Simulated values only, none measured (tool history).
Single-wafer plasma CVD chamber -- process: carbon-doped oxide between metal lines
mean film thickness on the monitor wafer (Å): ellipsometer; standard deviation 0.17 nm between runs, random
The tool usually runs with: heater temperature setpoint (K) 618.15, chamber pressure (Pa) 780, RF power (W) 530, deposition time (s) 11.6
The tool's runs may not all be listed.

run   hour  heater temperature setpoint (K)  chamber pressure (Pa)  RF power (W)  deposition time (s)  wafers since the last listed run  hours since the last thermocouple change  hours since the last RF generator calibration  hours since the last manometer calibration  hours since the showerhead was replaced  hours since the gauge calibration  read-back reference wafer on the same gauge, thickness_nm  mean film thickness on the monitor wafer (Å)
  1      0                           618.15                    780           530                 11.6                                 0                                    1200.6                                           1935                                       481.7                                   5050.4                              216.5                                                      70.93                                        654.61
  2   14.7                           618.15                    780           480                 11.6                               337                                    1215.3                                         1949.7                                       496.4                                   5065.1                              231.2                                                     70.902                                        617.29
  3   41.5                           618.15                    780           530                 11.6                               616                                    1242.1                                         1976.5                                       523.2                                   5091.9                                258                                                     70.999                                        651.03
  4   54.6                           618.15                    780           530                 11.6                               301                                    1255.2                                         1989.6                                       536.3                                     5105                              271.1                                                     71.044                                        649.71
  5   70.9                           618.15                    780           530                 11.6                               374                                    1271.5                                         2005.9                                       552.6                                   5121.3                              287.4                                                     71.028                                         648.6
  6  168.9                           618.15                    780           530                 11.6                              2253                                    1369.5                                         2103.9                                       650.6                                   5219.3                              385.4                                                     70.912                                        644.66
  7  202.1                           618.15                    780           530                 11.6                               763                                    1402.7                                         2137.1                                       683.8                                   5252.5                              418.6                                                         71                                        645.36
     217.7  -- thermocouple changed; heater temperature recalibrated
     227.9  -- RF generator calibrated
  8  228.4                           618.15                    780           530                 11.6                               236                                      10.7                                            0.5                                       710.1                                   5278.8                              444.9                                                      70.96                                        672.62
  9  245.2                           618.15                    780           530                 11.6                               386                                      27.5                                           17.3                                       726.9                                   5295.6                              461.7                                                      70.96                                        671.34
 10  267.6                           618.15                    780           530                 11.6                               514                                      49.9                                           39.7                                       749.3                                     5318                              484.1                                                     71.099                                        674.76
     287.9  -- showerhead replaced
 11  302.2                           631.15                    723           625                 13.2                               611                                      84.5                                           74.3                                       783.9                                     14.3                              518.7                                                     71.006                                         803.9
 12  323.4                           618.15                    780           530                 11.6                               487                                     105.7                                           95.5                                       805.1                                     35.5                              539.9                                                     70.975                                         674.7
 13  347.6                           618.15                    780           475                 12.7                               556                                     129.9                                          119.7                                       829.3                                     59.7                              564.1                                                     71.063                                        695.12
 14    360                           618.15                    780           530                 11.6                               285                                     142.3                                          132.1                                       841.7                                     72.1                              576.5                                                     71.032                                        671.79
     368.6  -- gauge calibrated
       375  -- capacitance manometer re-zeroed and calibrated
 15  379.7                           625.15                    780           530                 11.6                               268                                       162                                          151.8                                         4.7                                     91.8                               11.1                                                      71.02                                        657.92
 16  396.9                           611.15                    780           600                 11.6                               395                                     179.2                                            169                                        21.9                                      109                               28.3                                                     71.044                                        730.28
 17  495.2                           606.15                    725           530                 11.6                              2259                                     277.5                                          267.3                                       120.2                                    207.3                              126.6                                                     71.005                                        689.89
 18  530.7                           618.15                    780           530                 13.5                               816                                       313                                          302.8                                       155.7                                    242.8                              162.1                                                      70.99                                        780.34
 19  550.2                           618.15                    780           475                 12.7                               448                                     332.5                                          322.3                                       175.2                                    262.3                              181.6                                                     71.076                                        695.59
 20  615.9                           618.15                    625           625                  9.8                              1510                                     398.2                                            388                                       240.9                                      328                              247.3                                                     71.069                                        601.83
 21    646                           608.15                    780           530                 13.8                               692                                     428.3                                          418.1                                         271                                    358.1                              277.4                                                     70.944                                        821.04

Some steps in mean film thickness on the monitor wafer (Å) between neighbouring runs. How much of each would the tool show without its hidden state too (settings, what came in, random variation), and how much is left for the hidden state, with any gauge scatter that isn't in both results?
The hidden state here: wafer temperature above the value expected at the setpoint (K); delivered RF power above the setpoint (%); true pressure above the setpoint (%); gauge reads high (%).
Run 5 -> 6: no setting touched and nothing written in the log between the runs. mean film thickness on the monitor wafer (Å) -3.94: hidden state -2.37, all else -1.57.
Run 7 -> 8: thermocouple changed; heater temperature recalibrated, RF generator calibrated. mean film thickness on the monitor wafer (Å) +27.26: hidden state +25.54, all else +1.72.
Run 11 -> 12: heater temperature setpoint (K) 631.15 -> 618.15, chamber pressure (Pa) 723 -> 780, RF power (W) 625 -> 530, deposition time (s) 13.2 -> 11.6. mean film thickness on the monitor wafer (Å) -129.2: hidden state +0.49, all else -129.69.
Run 20 -> 21: heater temperature setpoint (K) 618.15 -> 608.15, chamber pressure (Pa) 625 -> 780, RF power (W) 625 -> 530, deposition time (s) 9.8 -> 13.8. mean film thickness on the monitor wafer (Å) +219.21: hidden state -1.6, all else +220.81.
